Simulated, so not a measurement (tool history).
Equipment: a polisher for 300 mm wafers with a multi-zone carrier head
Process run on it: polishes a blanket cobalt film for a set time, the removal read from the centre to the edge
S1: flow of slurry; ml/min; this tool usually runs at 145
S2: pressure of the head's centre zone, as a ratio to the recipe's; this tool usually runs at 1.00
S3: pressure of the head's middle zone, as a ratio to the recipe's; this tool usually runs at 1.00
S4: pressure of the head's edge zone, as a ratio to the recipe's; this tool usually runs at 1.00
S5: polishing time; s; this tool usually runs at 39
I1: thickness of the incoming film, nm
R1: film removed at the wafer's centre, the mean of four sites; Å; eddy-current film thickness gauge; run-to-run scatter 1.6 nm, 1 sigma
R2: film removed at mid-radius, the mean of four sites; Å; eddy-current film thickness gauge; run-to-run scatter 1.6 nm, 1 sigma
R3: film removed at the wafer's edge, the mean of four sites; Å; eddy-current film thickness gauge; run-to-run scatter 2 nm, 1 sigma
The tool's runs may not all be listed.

run    hour   S1    S2    S3    S4  S5      I1    R1    R2    R3
  1     0.0  145  1.00  1.00  1.00  39  1018.6  1486  1354  1380
  2    70.8  115  1.00  1.00  1.00  39  1020.0  1414  1272  1337
      105.0  -- edge zone pressure recalibrated
      109.6  -- worn pad replaced by a new one
      200.2  -- slurry nozzle cleaned
  3   365.5  115  1.00  1.00  1.00  39  1025.7  1404  1273  1359
      378.9  -- worn pad replaced by a new one
  4   419.1  145  1.00  1.00  0.92  39  1021.7  1490  1374  1302
  5   462.4  145  1.00  1.00  0.92  39  1026.6  1467  1352  1320
  6   568.3  145  1.00  1.00  0.92  39  1024.2  1481  1354  1308
      585.8  -- centre zone pressure recalibrated
      627.4  -- worn pad replaced by a new one
      654.6  -- carrier head's membrane replaced by a new one
  7   659.1  145  1.00  1.00  1.00  39  1009.7  1566  1370  1424
  8   743.8  145  1.00  1.00  1.05  48  1022.7  1975  1680  1724
      797.5  -- centre zone pressure recalibrated, repeated, since the last time left the tool worse
  9   833.7  180  0.93  1.00  1.00  30  1033.8  1024  1095  1100
      864.3  -- worn pad replaced by a new one
      869.8  -- edge zone pressure recalibrated
 10   889.5  180  0.93  1.00  1.00  30  1045.2  1070  1081  1066
      909.8  -- slurry nozzle cleaned
 11   931.2  145  1.00  1.00  1.00  39  1044.6  1403  1354  1378
 12   973.7  145  1.08  1.00  1.00  39  1036.8  1532  1350  1385
 13  1062.7  100  1.00  1.00  1.00  39  1012.5  1289  1216  1299
     1112.9  -- worn pad replaced by a new one
 14  1128.9  145  1.00  1.00  1.00  39  1026.0  1428  1352  1351
 15  1208.1  145  1.00  1.03  1.04  30  1050.6  1095  1063  1090

Alternative continuations, all from the tool just after run 15; predict every row:
  A  1208.5  145  0.89  1.00  1.00  39  1013.3   ?   ?   ?
  B  1208.5  145  1.00  1.00  1.07  39  1013.3   ?   ?   ?
  C  1208.5  145  0.89  1.00  1.11  39  1013.3   ?   ?   ?
  D  1208.5  145  1.00  1.00  0.90  39  1013.3   ?   ?   ?

run    R1    R2    R3
  A  1314  1382  1396
  B  1478  1381  1443
  C  1314  1382  1470
  D  1478  1381  1329
Without the tool's unlogged condition, the same runs would have read:
run    R1    R2    R3
  A  1263  1382  1396
  B  1420  1381  1443
  C  1263  1382  1470
  D  1420  1382  1329

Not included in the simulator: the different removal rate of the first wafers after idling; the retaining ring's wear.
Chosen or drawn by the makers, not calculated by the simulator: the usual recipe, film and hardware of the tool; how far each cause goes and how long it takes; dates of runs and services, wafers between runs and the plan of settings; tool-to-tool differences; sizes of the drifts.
